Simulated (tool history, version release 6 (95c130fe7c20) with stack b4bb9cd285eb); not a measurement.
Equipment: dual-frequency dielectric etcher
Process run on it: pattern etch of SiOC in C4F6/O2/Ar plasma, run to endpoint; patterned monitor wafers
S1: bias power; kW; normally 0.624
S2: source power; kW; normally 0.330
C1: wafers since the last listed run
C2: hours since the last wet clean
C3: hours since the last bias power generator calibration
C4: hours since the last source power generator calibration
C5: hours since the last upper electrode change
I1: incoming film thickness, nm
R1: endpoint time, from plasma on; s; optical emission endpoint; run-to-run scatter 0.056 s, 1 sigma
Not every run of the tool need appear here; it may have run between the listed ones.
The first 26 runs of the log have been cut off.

| run | hour | S1 | S2 | C1 | C2 | C3 | C4 | C5 | I1 | R1 |
|---|---|---|---|---|---|---|---|---|---|---|
| 27 | 688.9 | 0.624 | 0.360 | 247 | 201.7 | 400.2 | 142.9 | 152.1 | 36.67 | 11.0 |
| 28 | 715.6 | 0.624 | 0.410 | 382 | 228.4 | 426.9 | 169.6 | 178.8 | 36.51 | 10.6 |
| 29 | 734.6 | 0.772 | 0.380 | 271 | 247.4 | 445.9 | 188.6 | 197.8 | 36.47 | 10.2 |
| 30 | 748.0 | 0.579 | 0.250 | 191 | 260.8 | 459.3 | 202.0 | 211.2 | 36.54 | 12.6 |
| 31 | 778.9 | 0.624 | 0.330 | 442 | 291.7 | 490.2 | 232.9 | 242.1 | 36.51 | 11.3 |
| 32 | 797.5 | 0.689 | 0.310 | 266 | 310.3 | 508.8 | 251.5 | 260.7 | 35.87 | 11.0 |
| 33 | 814.9 | 0.624 | 0.270 | 249 | 327.7 | 526.2 | 268.9 | 278.1 | 36.54 | 12.1 |
| 34 | 830.1 | 0.538 | 0.380 | 217 | 342.9 | 541.4 | 284.1 | 293.3 | 36.68 | 11.2 |
| 35 | 864.9 | 0.709 | 0.400 | 498 | 377.7 | 576.2 | 318.9 | 328.1 | 36.30 | 10.1 |

What if the next run were any one of these 4? Each begins from the tool's condition after run 35:
| A | 865.3 | 0.539 | 0.330 | 5 | 378.1 | 576.6 | 319.3 | 328.5 | 36.63 | ? |
| B | 865.3 | 0.738 | 0.330 | 5 | 378.1 | 576.6 | 319.3 | 328.5 | 36.63 | ? |
| C | 865.3 | 0.624 | 0.260 | 5 | 378.1 | 576.6 | 319.3 | 328.5 | 36.63 | ? |
| D | 865.3 | 0.747 | 0.290 | 5 | 378.1 | 576.6 | 319.3 | 328.5 | 36.63 | ? |

| run | R1 |
|---|---|
| A | 11.7 |
| B | 10.8 |
| C | 12.3 |
| D | 11.3 |
Had the tool no hidden state, the same runs would have come out as:
| run | R1 |
|---|---|
| A | 12.0 |
| B | 11.1 |
| C | 12.6 |
| D | 11.6 |
